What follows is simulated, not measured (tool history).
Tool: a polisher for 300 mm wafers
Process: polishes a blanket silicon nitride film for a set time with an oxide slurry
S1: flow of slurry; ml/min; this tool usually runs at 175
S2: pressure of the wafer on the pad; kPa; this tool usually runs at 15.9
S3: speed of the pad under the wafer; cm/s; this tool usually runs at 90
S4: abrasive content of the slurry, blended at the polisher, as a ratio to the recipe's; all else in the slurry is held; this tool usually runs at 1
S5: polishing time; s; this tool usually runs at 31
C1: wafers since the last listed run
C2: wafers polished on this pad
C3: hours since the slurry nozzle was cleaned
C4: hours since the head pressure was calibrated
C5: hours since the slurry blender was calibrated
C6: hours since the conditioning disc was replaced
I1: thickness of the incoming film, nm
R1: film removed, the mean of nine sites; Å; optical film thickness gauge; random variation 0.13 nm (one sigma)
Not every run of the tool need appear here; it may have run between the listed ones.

{"run": 1, "day": 0.0, "S1": 175, "S2": 15.9, "S3": 90, "S4": 1, "S5": 31, "C1": 0, "C2": 560, "C3": 328.2, "C4": 23.7, "C5": 214.2, "C6": 81.6, "I1": 382.7, "R1": 91}
{"run": 2, "day": 0.762, "S1": 175, "S2": 17.2, "S3": 90, "S4": 1.15, "S5": 31, "C1": 160, "C2": 720, "C3": 346.5, "C4": 42, "C5": 232.5, "C6": 99.9, "I1": 379.4, "R1": 103}
{"day": 1.621, "done": "slurry blender recalibrated"}
{"run": 3, "day": 1.917, "S1": 175, "S2": 15.9, "S3": 90, "S4": 1, "S5": 31, "C1": 225, "C2": 946, "C3": 374.2, "C4": 69.7, "C5": 7.1, "C6": 127.6, "I1": 386.1, "R1": 88}
{"run": 4, "day": 2.488, "S1": 175, "S2": 15.9, "S3": 90, "S4": 1, "S5": 31, "C1": 120, "C2": 1066, "C3": 387.9, "C4": 83.4, "C5": 20.8, "C6": 141.3, "I1": 381.2, "R1": 88}
{"run": 5, "day": 3.592, "S1": 175, "S2": 15.9, "S3": 90, "S4": 1, "S5": 31, "C1": 232, "C2": 1299, "C3": 414.4, "C4": 109.9, "C5": 47.3, "C6": 167.8, "I1": 382.3, "R1": 87}
{"day": 4.192, "done": "worn pad replaced by a new one"}
{"run": 6, "day": 4.333, "S1": 175, "S2": 14.5, "S3": 90, "S4": 1, "S5": 31, "C1": 121, "C2": 29, "C3": 432.2, "C4": 127.7, "C5": 65.1, "C6": 185.6, "I1": 375.6, "R1": 84}
{"run": 7, "day": 4.967, "S1": 175, "S2": 14.5, "S3": 90, "S4": 1, "S5": 31, "C1": 133, "C2": 162, "C3": 447.4, "C4": 142.9, "C5": 80.3, "C6": 200.8, "I1": 379, "R1": 82}
{"run": 8, "day": 5.779, "S1": 175, "S2": 15.9, "S3": 90, "S4": 1, "S5": 31, "C1": 171, "C2": 333, "C3": 466.9, "C4": 162.4, "C5": 99.8, "C6": 220.3, "I1": 376.9, "R1": 89}
{"run": 9, "day": 7.183, "S1": 175, "S2": 15.9, "S3": 90, "S4": 1, "S5": 31, "C1": 295, "C2": 629, "C3": 500.6, "C4": 196.1, "C5": 133.5, "C6": 254, "I1": 377, "R1": 88}
{"run": 10, "day": 8.096, "S1": 175, "S2": 17.2, "S3": 90, "S4": 1.15, "S5": 31, "C1": 192, "C2": 821, "C3": 522.5, "C4": 218, "C5": 155.4, "C6": 275.9, "I1": 381.4, "R1": 103}
{"run": 11, "day": 9.058, "S1": 175, "S2": 15.9, "S3": 90, "S4": 0.7, "S5": 31, "C1": 202, "C2": 1024, "C3": 545.6, "C4": 241.1, "C5": 178.5, "C6": 299, "I1": 373.9, "R1": 66}
{"day": 10.025, "done": "slurry blender recalibrated"}
{"run": 12, "day": 10.188, "S1": 175, "S2": 15.9, "S3": 90, "S4": 1.15, "S5": 21, "C1": 220, "C2": 1244, "C3": 572.7, "C4": 268.2, "C5": 3.9, "C6": 326.1, "I1": 376.3, "R1": 64}
{"day": 10.933, "done": "worn pad replaced by a new one"}
{"run": 13, "day": 11.121, "S1": 215, "S2": 18.6, "S3": 90, "S4": 1, "S5": 31, "C1": 161, "C2": 39, "C3": 595.1, "C4": 290.6, "C5": 26.3, "C6": 348.5, "I1": 381.2, "R1": 99}
{"day": 12.479, "done": "head pressure recalibrated"}
{"run": 14, "day": 12.517, "S1": 175, "S2": 15.9, "S3": 90, "S4": 1, "S5": 31, "C1": 276, "C2": 316, "C3": 628.6, "C4": 0.9, "C5": 59.8, "C6": 382, "I1": 380.2, "R1": 87}
{"run": 15, "day": 13.112, "S1": 120, "S2": 12.4, "S3": 90, "S4": 1, "S5": 31, "C1": 125, "C2": 441, "C3": 642.9, "C4": 15.2, "C5": 74.1, "C6": 396.3, "I1": 382.2, "R1": 68}
{"run": 16, "day": 14.275, "S1": 175, "S2": 15.9, "S3": 90, "S4": 1, "S5": 31, "C1": 244, "C2": 686, "C3": 670.8, "C4": 43.1, "C5": 102, "C6": 424.2, "I1": 384.7, "R1": 85}
{"run": 17, "day": 15.4, "S1": 175, "S2": 15.9, "S3": 90, "S4": 1, "S5": 31, "C1": 236, "C2": 923, "C3": 697.8, "C4": 70.1, "C5": 129, "C6": 451.2, "I1": 378.4, "R1": 84}
{"run": 18, "day": 16.729, "S1": 175, "S2": 15.9, "S3": 90, "S4": 1, "S5": 31, "C1": 279, "C2": 1203, "C3": 729.7, "C4": 102, "C5": 160.9, "C6": 483.1, "I1": 385.8, "R1": 84}
{"day": 17.129, "done": "worn pad replaced by a new one"}
{"day": 19.171, "done": "slurry nozzle cleaned"}
{"day": 19.321, "done": "slurry blender recalibrated"}
{"day": 19.658, "done": "conditioning disc replaced and pad reconditioned"}
{"run": 19, "day": 19.904, "S1": 175, "S2": 15.9, "S3": 90, "S4": 1, "S5": 31, "C1": 589, "C2": 540, "C3": 17.6, "C4": 178.2, "C5": 14, "C6": 5.9, "I1": 382.8, "R1": 91}
{"run": 20, "day": 20.8, "S1": 175, "S2": 15.9, "S3": 80, "S4": 1, "S5": 31, "C1": 188, "C2": 728, "C3": 39.1, "C4": 199.7, "C5": 35.5, "C6": 27.4, "I1": 378.2, "R1": 83}
{"run": 21, "day": 23.033, "S1": 155, "S2": 15.9, "S3": 90, "S4": 0.9, "S5": 31, "C1": 470, "C2": 1199, "C3": 92.7, "C4": 253.3, "C5": 89.1, "C6": 81, "I1": 373.6, "R1": 85}
{"day": 23.358, "done": "worn pad replaced by a new one"}
{"run": 22, "day": 24.375, "S1": 175, "S2": 11, "S3": 66, "S4": 1, "S5": 31, "C1": 247, "C2": 214, "C3": 124.9, "C4": 285.5, "C5": 121.3, "C6": 113.2, "I1": 379.3, "R1": 58}
{"run": 23, "day": 25.508, "S1": 135, "S2": 15.9, "S3": 68, "S4": 1.1, "S5": 42, "C1": 238, "C2": 452, "C3": 152.1, "C4": 312.7, "C5": 148.5, "C6": 140.4, "I1": 384.4, "R1": 99}
{"day": 25.979, "done": "head pressure recalibrated"}
{"run": 24, "day": 26.304, "S1": 175, "S2": 15.9, "S3": 60, "S4": 1.25, "S5": 31, "C1": 150, "C2": 602, "C3": 171.2, "C4": 7.8, "C5": 167.6, "C6": 159.5, "I1": 384.9, "R1": 75}
{"run": 25, "day": 27.392, "S1": 175, "S2": 15.9, "S3": 90, "S4": 1, "S5": 31, "C1": 228, "C2": 831, "C3": 197.3, "C4": 33.9, "C5": 193.7, "C6": 185.6, "I1": 376.8, "R1": 91}

List, for all runs, the conditions of the tool that the log does not record:
removal rate lost through wear of the pad, %: 0 on each run
deviation of the head's pressure from its setpoint, %: 0 on each run
abrasive missing from the slurry, %: 0 on each run
time polished since the conditioner stopped cutting, s: 0 on each run
H1: slurry flow missing at the pad, %
run=1 H1=22.3
run=2 H1=23.4
run=3 H1=24.9
run=4 H1=25.7
run=5 H1=27.2
run=6 H1=28.2
run=7 H1=29.1
run=8 H1=30.2
run=9 H1=32.1
run=10 H1=33.3
run=11 H1=34.6
run=12 H1=36.2
run=13 H1=37.4
run=14 H1=39.3
run=15 H1=40.2
run=16 H1=41.7
run=17 H1=43.3
run=18 H1=45.1
run=19 H1=4.45
run=20 H1=5.66
run=21 H1=8.7
run=22 H1=10.5
run=23 H1=12.1
run=24 H1=13.1
run=25 H1=14.6
